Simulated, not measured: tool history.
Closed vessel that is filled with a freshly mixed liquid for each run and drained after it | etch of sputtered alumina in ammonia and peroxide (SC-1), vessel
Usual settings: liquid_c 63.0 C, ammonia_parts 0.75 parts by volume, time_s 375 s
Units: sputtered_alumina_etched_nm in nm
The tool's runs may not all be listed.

run   hour  liquid_c  ammonia_parts  time_s  wafers since the last listed run  hours since the thermometer was replaced  hours since the ammonia flow meter was replaced  hours since the drum of ammonia solution was connected  hours since the gauge calibration  read-back film thickness of the sputtered alumina reference wafer, read on the same gauge (nm)  sputtered_alumina_etched_nm
  1    0.0      63.0           0.75     545                                 0                                     356.0                                           1757.5                                                  1151.8                               44.7                                                                                          120.01                        31.21
  2    7.3      63.0           0.75     545                               510                                     363.3                                           1764.8                                                  1159.1                               52.0                                                                                          120.07                        31.25
  3   21.4      68.0           0.75     375                               985                                     377.4                                           1778.9                                                  1173.2                               66.1                                                                                          120.05                        27.57
  4   32.2      63.0           0.65     375                               755                                     388.2                                           1789.7                                                  1184.0                               76.9                                                                                          120.01                        21.21
  5   49.4      63.0           0.65     375                              1202                                     405.4                                           1806.9                                                  1201.2                               94.1                                                                                          120.01                        21.12
  6   60.3      63.0           0.75     375                               762                                     416.3                                           1817.8                                                  1212.1                              105.0                                                                                          119.97                        21.36
  7   77.6      63.0           0.75     375                              1209                                     433.6                                           1835.1                                                  1229.4                              122.3                                                                                          119.97                        21.37
  8   87.0      63.0           0.75     375                               657                                     443.0                                           1844.5                                                  1238.8                              131.7                                                                                          119.99                        21.42
  9  103.7      63.0           0.75     375                              1167                                     459.7                                           1861.2                                                  1255.5                              148.4                                                                                          120.04                        21.29
 10  115.2      63.0           0.75     375                               804                                     471.2                                           1872.7                                                  1267.0                              159.9                                                                                          120.03                        21.22
 11  128.1      70.0           0.85     375                               901                                     484.1                                           1885.6                                                  1279.9                              172.8                                                                                          119.97                        30.39
     131.1  -- ammonia flow meter replaced
 12  138.7      70.0           0.45     375                               671                                     494.7                                              7.6                                                  1290.5                              183.4                                                                                          120.01                        28.61
     154.4  -- new drum of ammonia solution connected
 13  154.9      70.0           0.45     375                              1062                                     510.9                                             23.8                                                     0.5                              199.6                                                                                          120.04                        28.66
 14  166.0      70.0           0.45     375                               776                                     522.0                                             34.9                                                    11.6                              210.7                                                                                          119.99                        28.60
 15  181.6      57.5           1.15     565                              1090                                     537.6                                             50.5                                                    27.2                              226.3                                                                                          119.93                        25.06
     186.5  -- gauge calibrated
 16  190.4      54.5           0.40     215                               615                                     546.4                                             59.3                                                    36.0                                3.9                                                                                          120.01                         7.37
 17  202.4      63.0           0.45     375                               839                                     558.4                                             71.3                                                    48.0                               15.9                                                                                          120.00                        20.18
     204.5  -- thermometer replaced
 18  215.3      63.0           0.95     375                               832                                      10.8                                             84.2                                                    60.9                               28.8                                                                                          119.98                        22.50
 19  232.9      63.0           0.75     195                              1230                                      28.4                                            101.8                                                    78.5                               46.4                                                                                          120.04                        11.46
 20  240.1      63.0           1.10     220                               503                                      35.6                                            109.0                                                    85.7                               53.6                                                                                          120.00                        13.31
 21  253.3      56.5           1.05     150                               922                                      48.8                                            122.2                                                    98.9                               66.8                                                                                          119.99                         6.48
 22  262.0      63.0           0.35     530                               608                                      57.5                                            130.9                                                   107.6                               75.5                                                                                          119.98                        28.78
 23  270.0      63.0           0.75     375                               559                                      65.5                                            138.9                                                   115.6                               83.5                                                                                          120.06                        21.90
 24  280.1      58.0           0.90     375                               706                                      75.6                                            149.0                                                   125.7                               93.6                                                                                          119.99                        17.27
 25  288.5      67.5           0.55     375                               587                                      84.0                                            157.4                                                   134.1                              102.0                                                                                          120.04                        26.60
 26  301.9      63.0           0.75     375                               936                                      97.4                                            170.8                                                   147.5                              115.4                                                                                          119.97                        21.90
 27  309.9      60.0           0.75     375                               559                                     105.4                                            178.8                                                   155.5                              123.4                                                                                          120.00                        18.74
 28  336.5      56.5           0.85     375                              1859                                     132.0                                            205.4                                                   182.1                              150.0                                                                                          120.02                        15.71

The tool's hidden state at each run:
ammonia flow below the setpoint (%): 0 in every run
ammonia solution weaker than its label (%): 0 in every run
gauge reads high (%): 0 in every run
H1: liquid colder than its thermometer reads (K)
run      H1
  1     0.5
  2    0.51
  3   0.529
  4   0.544
  5   0.567
  6   0.582
  7   0.605
  8   0.618
  9   0.641
 10   0.657
 11   0.674
 12   0.689
 13   0.711
 14   0.726
 15   0.747
 16   0.759
 17   0.776
 18  0.0348
 19  0.0588
 20  0.0687
 21  0.0867
 22  0.0986
 23   0.109
 24   0.123
 25   0.135
 26   0.153
 27   0.164
 28     0.2
